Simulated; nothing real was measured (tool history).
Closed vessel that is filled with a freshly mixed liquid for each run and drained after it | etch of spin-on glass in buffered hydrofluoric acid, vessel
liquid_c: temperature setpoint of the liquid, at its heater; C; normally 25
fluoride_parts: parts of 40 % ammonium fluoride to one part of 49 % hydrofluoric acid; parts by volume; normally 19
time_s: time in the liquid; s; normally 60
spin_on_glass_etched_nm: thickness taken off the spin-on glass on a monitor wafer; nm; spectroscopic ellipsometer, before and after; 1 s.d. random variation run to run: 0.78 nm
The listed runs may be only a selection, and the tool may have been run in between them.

| run | hour | liquid_c | fluoride_parts | time_s | wafers since the last listed run | hours since the thermometer was replaced | hours since the hydrofluoric acid flow meter was replaced | hours since the gauge calibration | read-back film thickness of the spin-on glass reference wafer, read on the same gauge (nm) | spin_on_glass_etched_nm |
|---|---|---|---|---|---|---|---|---|---|---|
| 1 | 0 | 22 | 19 | 80 | 0 | 657 | 2442.2 | 238.5 | 100 | 94.15 |
| 2 | 27.2 | 22 | 19 | 80 | 1753 | 684.2 | 2469.4 | 265.7 | 100 | 92.73 |
| 3 | 56.9 | 21.5 | 19 | 80 | 1914 | 713.9 | 2499.1 | 295.4 | 100 | 91.42 |
| 4 | 73.7 | 21.5 | 19 | 80 | 1083 | 730.7 | 2515.9 | 312.2 | 100 | 89.7 |
| 5 | 90.1 | 21.5 | 19 | 80 | 1057 | 747.1 | 2532.3 | 328.6 | 99.99 | 88.45 |
| 6 | 125.2 | 25 | 19 | 60 | 2262 | 782.2 | 2567.4 | 363.7 | 100 | 81.98 |
|  | 130.7 | hydrofluoric acid flow meter replaced |
| 7 | 155.6 | 25 | 19 | 60 | 1895 | 812.6 | 24.9 | 394.1 | 99.99 | 80.75 |
|  | 172.9 | thermometer replaced |
| 8 | 174.2 | 25 | 19 | 60 | 1134 | 1.3 | 43.5 | 412.7 | 100 | 94.1 |
| 9 | 209.9 | 23 | 23.5 | 60 | 2301 | 37 | 79.2 | 448.4 | 100.02 | 69.95 |
|  | 233.7 | gauge calibrated |
| 10 | 241.2 | 21.5 | 19 | 80 | 2017 | 68.3 | 110.5 | 7.5 | 100.01 | 100.84 |
| 11 | 254.6 | 27 | 25 | 45 | 863 | 81.7 | 123.9 | 20.9 | 99.98 | 62.73 |
| 12 | 282.5 | 29.5 | 19 | 75 | 1798 | 109.6 | 151.8 | 48.8 | 100.02 | 146.04 |
| 13 | 312.8 | 25 | 19 | 40 | 1953 | 139.9 | 182.1 | 79.1 | 100.01 | 59.9 |
| 14 | 345.6 | 23 | 19 | 35 | 2114 | 172.7 | 214.9 | 111.9 | 100.01 | 47.24 |
| 15 | 376.7 | 29.5 | 19 | 75 | 2004 | 203.8 | 246 | 143 | 100 | 142.59 |

Alternative continuations, all from the tool just after run 15; predict every row:
| A | 377.4 | 25 | 16 | 60 | 45 | 204.5 | 246.7 | 143.7 | ? | ? |
| B | 377.4 | 22 | 15.5 | 60 | 45 | 204.5 | 246.7 | 143.7 | ? | ? |
| C | 377.4 | 25 | 22 | 60 | 45 | 204.5 | 246.7 | 143.7 | ? | ? |
| D | 377.4 | 27.5 | 22 | 45 | 45 | 204.5 | 246.7 | 143.7 | ? | ? |

| run | read-back film thickness of the spin-on glass reference wafer, read on the same gauge (nm) | spin_on_glass_etched_nm |
|---|---|---|
| A | 100.02 | 105.95 |
| B | 100.02 | 92.66 |
| C | 100.02 | 79.64 |
| D | 100.02 | 68.41 |
Without the tool's unlogged condition, the same runs would have read:
| run | spin_on_glass_etched_nm |
|---|---|
| A | 110.48 |
| B | 96.7 |
| C | 83.06 |
| D | 71.31 |

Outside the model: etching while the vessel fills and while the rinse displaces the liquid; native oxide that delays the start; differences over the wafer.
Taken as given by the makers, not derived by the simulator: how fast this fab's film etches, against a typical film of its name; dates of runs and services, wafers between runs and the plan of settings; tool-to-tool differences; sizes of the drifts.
